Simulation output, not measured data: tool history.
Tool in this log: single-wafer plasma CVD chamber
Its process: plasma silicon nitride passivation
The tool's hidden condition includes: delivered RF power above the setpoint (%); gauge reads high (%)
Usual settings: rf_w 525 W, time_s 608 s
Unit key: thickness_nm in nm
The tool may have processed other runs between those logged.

run    hour  rf_w  time_s  wafers since the last listed run  hours since the last RF generator calibration  hours since the showerhead was replaced  hours since the gauge calibration  read-back reference wafer on the same gauge, thickness_nm  thickness_nm
  1       0   525     700                                 0                                         1969.7                                   6351.9                               74.8                                                    791.596       947.967
  2    62.7   525     700                               213                                         2032.4                                   6414.6                              137.5                                                    793.062         952.9
  3   166.8   525     608                               355                                         2136.5                                   6518.7                              241.6                                                    790.611       827.336
  4   239.5   525     608                               247                                         2209.2                                   6591.4                              314.3                                                    792.516       821.366
  5   307.9   525     608                               233                                         2277.6                                   6659.8                              382.7                                                    792.097       824.491
  6   358.9   525     608                               173                                         2328.6                                   6710.8                              433.7                                                    791.898       824.612
  7   451.1   525     691                               314                                         2420.8                                     6803                              525.9                                                    793.069       937.442
  8   523.5   525     691                               246                                         2493.2                                   6875.4                              598.3                                                    791.525       943.623
  9   574.5   525     691                               173                                         2544.2                                   6926.4                              649.3                                                    792.612       939.719
      681.4  -- RF generator calibrated
      809.7  -- showerhead replaced
 10   825.1   570     716                               800                                          143.7                                     15.4                              899.9                                                     792.62       977.385
 11   870.2   475     514                               153                                          188.8                                     60.5                                945                                                    791.165       660.049
      937.8  -- RF generator calibrated, repeated, since the last time left the tool worse
      962.3  -- gauge calibrated
 12   977.5   475     563                               338                                           39.7                                    167.8                               15.2                                                    791.623        746.16
 13  1055.9   615     547                               267                                          118.1                                    246.2                               93.6                                                    791.674       795.962
 14    1108   525     608                               177                                          170.2                                    298.3                              145.7                                                    792.421       835.978
 15  1242.2   425     558                               457                                          304.4                                    432.5                              279.9                                                    791.103       710.807
 16  1346.6   455     706                               356                                          408.8                                    536.9                              384.3                                                    791.636       923.041
 17  1427.2   525     721                               274                                          489.4                                    617.5                              464.9                                                    791.481       990.213
 18  1508.4   525     608                               276                                          570.6                                    698.7                              546.1                                                    791.913       835.874

Here are 4 independent what-if runs from the current tool condition. What would each one return?
  A  1509   525     715                                 2                                          571.2                                    699.3                              546.7                                                          ?             ?
  B  1509   580     653                                 2                                          571.2                                    699.3                              546.7                                                          ?             ?
  C  1509   595     641                                 2                                          571.2                                    699.3                              546.7                                                          ?             ?
  D  1509   460     608                                 2                                          571.2                                    699.3                              546.7                                                          ?             ?

run  read-back reference wafer on the same gauge, thickness_nm  thickness_nm
  A                                                    792.573       979.429
  B                                                    792.573        925.85
  C                                                    792.573        916.82
  D                                                    792.573       794.956
Without the tool's hidden state the same runs would have given:
run  thickness_nm
  A       984.135
  B       930.298
  C       921.225
  D       798.775
